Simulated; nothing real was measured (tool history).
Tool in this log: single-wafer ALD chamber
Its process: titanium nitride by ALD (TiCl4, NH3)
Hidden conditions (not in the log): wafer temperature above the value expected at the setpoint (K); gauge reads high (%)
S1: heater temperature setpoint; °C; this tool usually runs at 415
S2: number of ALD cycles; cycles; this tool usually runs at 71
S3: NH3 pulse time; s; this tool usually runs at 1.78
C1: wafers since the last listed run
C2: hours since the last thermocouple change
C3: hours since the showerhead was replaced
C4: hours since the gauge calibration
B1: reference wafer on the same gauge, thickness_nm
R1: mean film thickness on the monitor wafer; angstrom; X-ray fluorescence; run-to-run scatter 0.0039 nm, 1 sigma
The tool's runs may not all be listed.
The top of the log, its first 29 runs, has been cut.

| run | hour | S1 | S2 | S3 | C1 | C2 | C3 | C4 | B1 | R1 |
|---|---|---|---|---|---|---|---|---|---|---|
|  | 1394 | gauge calibrated |
| 30 | 1416.9 | 415 | 71 | 1.46 | 133 | 227.7 | 451.2 | 22.9 | 1.455 | 15.5 |
| 31 | 1461.4 | 415 | 71 | 1.78 | 106 | 272.2 | 495.7 | 67.4 | 1.456 | 15.61 |
| 32 | 1510 | 415 | 58 | 1.25 | 115 | 320.8 | 544.3 | 116 | 1.459 | 12.65 |
| 33 | 1552.7 | 415 | 71 | 2.19 | 101 | 363.5 | 587 | 158.7 | 1.46 | 15.81 |
| 34 | 1618.9 | 415 | 71 | 1.25 | 157 | 429.7 | 653.2 | 224.9 | 1.463 | 15.59 |
| 35 | 1645 | 427 | 82 | 1.28 | 62 | 455.8 | 679.3 | 251 | 1.464 | 18.17 |
| 36 | 1684.9 | 405 | 62 | 2.19 | 95 | 495.7 | 719.2 | 290.9 | 1.467 | 13.8 |
| 37 | 1735.5 | 402 | 59 | 1.3 | 120 | 546.3 | 769.8 | 341.5 | 1.467 | 12.94 |
| 38 | 1783.4 | 415 | 71 | 1.96 | 114 | 594.2 | 817.7 | 389.4 | 1.468 | 15.78 |

Here are 3 independent what-if runs from the current tool condition. What would each one return?
| A | 1784 | 415 | 71 | 1.78 | 1 | 594.8 | 818.3 | 390 | ? | ? |
| B | 1784 | 415 | 71 | 1.6 | 1 | 594.8 | 818.3 | 390 | ? | ? |
| C | 1784 | 415 | 71 | 1.17 | 1 | 594.8 | 818.3 | 390 | ? | ? |

| run | B1 | R1 |
|---|---|---|
| A | 1.469 | 15.82 |
| B | 1.469 | 15.78 |
| C | 1.469 | 15.66 |
Without the tool's unlogged condition, the same runs would have read:
| run | R1 |
|---|---|
| A | 15.62 |
| B | 15.58 |
| C | 15.47 |

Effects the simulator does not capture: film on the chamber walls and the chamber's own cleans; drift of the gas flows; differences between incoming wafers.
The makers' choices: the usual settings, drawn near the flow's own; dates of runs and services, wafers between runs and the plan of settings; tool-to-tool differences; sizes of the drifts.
